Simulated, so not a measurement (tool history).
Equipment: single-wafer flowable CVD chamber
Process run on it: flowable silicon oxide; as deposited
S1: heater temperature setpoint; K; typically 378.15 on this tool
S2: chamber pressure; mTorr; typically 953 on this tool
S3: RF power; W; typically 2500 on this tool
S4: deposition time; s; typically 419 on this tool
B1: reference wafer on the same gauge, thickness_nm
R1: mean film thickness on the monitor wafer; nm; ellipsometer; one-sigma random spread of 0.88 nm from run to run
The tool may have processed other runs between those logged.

| run | hour | S1 | S2 | S3 | S4 | B1 | R1 |
|---|---|---|---|---|---|---|---|
| 1 | 0.0 | 378.15 | 1066 | 2230 | 419 | 231.815 | 292.183 |
| 2 | 6.9 | 378.15 | 1066 | 2230 | 419 | 231.762 | 291.254 |
| 3 | 23.3 | 378.15 | 953 | 2125 | 419 | 232.274 | 260.367 |
| 4 | 36.1 | 378.15 | 953 | 2125 | 419 | 232.031 | 262.040 |
| 5 | 45.4 | 369.15 | 953 | 2500 | 419 | 232.369 | 374.625 |
| 6 | 57.7 | 369.15 | 953 | 2500 | 419 | 231.904 | 373.352 |
| 7 | 75.4 | 369.15 | 953 | 2500 | 419 | 232.097 | 373.186 |
|  | 86.4 | thermocouple changed; heater temperature recalibrated |
|  | 89.8 | showerhead replaced |
| 8 | 92.9 | 386.15 | 1060 | 2500 | 419 | 232.104 | 220.266 |
| 9 | 100.2 | 386.15 | 1060 | 2500 | 419 | 232.196 | 217.843 |
|  | 108.5 | capacitance manometer re-zeroed and calibrated |
| 10 | 116.8 | 386.15 | 1060 | 2500 | 419 | 231.871 | 207.041 |
| 11 | 134.2 | 378.15 | 953 | 2500 | 419 | 232.070 | 247.675 |
| 12 | 146.6 | 386.15 | 1083 | 2500 | 419 | 232.040 | 211.549 |
|  | 149.2 | gauge calibrated |
| 13 | 160.4 | 385.15 | 953 | 2670 | 419 | 232.278 | 194.233 |
| 14 | 168.6 | 393.15 | 743 | 2500 | 478 | 231.930 | 130.194 |
| 15 | 174.9 | 378.15 | 800 | 2500 | 443 | 232.106 | 220.917 |
| 16 | 184.5 | 372.15 | 1163 | 2810 | 481 | 232.019 | 442.947 |
| 17 | 196.8 | 393.15 | 953 | 2865 | 419 | 232.109 | 148.829 |
| 18 | 210.2 | 378.15 | 953 | 2500 | 419 | 231.679 | 251.333 |
| 19 | 223.2 | 378.15 | 725 | 2500 | 350 | 231.737 | 159.701 |
|  | 259.1 | RF generator calibrated |
| 20 | 259.6 | 378.15 | 789 | 2500 | 362 | 231.898 | 179.697 |
| 21 | 264.3 | 378.15 | 953 | 2500 | 419 | 232.144 | 252.110 |
| 22 | 281.3 | 371.15 | 865 | 2500 | 396 | 231.495 | 282.190 |
| 23 | 298.6 | 386.15 | 1060 | 2500 | 419 | 231.812 | 210.389 |
| 24 | 314.9 | 378.15 | 953 | 2500 | 419 | 231.855 | 254.083 |
| 25 | 328.6 | 392.15 | 1071 | 2730 | 341 | 232.196 | 142.359 |
| 26 | 337.4 | 378.15 | 953 | 2500 | 419 | 231.936 | 254.165 |
| 27 | 346.8 | 386.15 | 1145 | 2080 | 501 | 232.142 | 265.696 |
| 28 | 355.5 | 378.15 | 953 | 2500 | 419 | 231.864 | 256.070 |
| 29 | 364.3 | 385.15 | 1040 | 2995 | 351 | 231.926 | 183.387 |

Run-by-run hidden state of the tool:
wafer temperature above the value expected at the setpoint (K): 0 at every run
delivered RF power above the setpoint (%): 0 at every run
gauge reads high (%): 0 at every run
H1: true pressure above the setpoint (%)
| run | H1 |
|---|---|
| 1 | 6.73 |
| 2 | 6.74 |
| 3 | 6.75 |
| 4 | 6.75 |
| 5 | 6.76 |
| 6 | 6.77 |
| 7 | 6.78 |
| 8 | 6.79 |
| 9 | 6.79 |
| 10 | -0.273 |
| 11 | -0.0619 |
| 12 | 0.0854 |
| 13 | 0.246 |
| 14 | 0.34 |
| 15 | 0.412 |
| 16 | 0.519 |
| 17 | 0.655 |
| 18 | 0.8 |
| 19 | 0.938 |
| 20 | 1.31 |
| 21 | 1.36 |
| 22 | 1.52 |
| 23 | 1.69 |
| 24 | 1.84 |
| 25 | 1.96 |
| 26 | 2.04 |
| 27 | 2.13 |
| 28 | 2.2 |
| 29 | 2.28 |

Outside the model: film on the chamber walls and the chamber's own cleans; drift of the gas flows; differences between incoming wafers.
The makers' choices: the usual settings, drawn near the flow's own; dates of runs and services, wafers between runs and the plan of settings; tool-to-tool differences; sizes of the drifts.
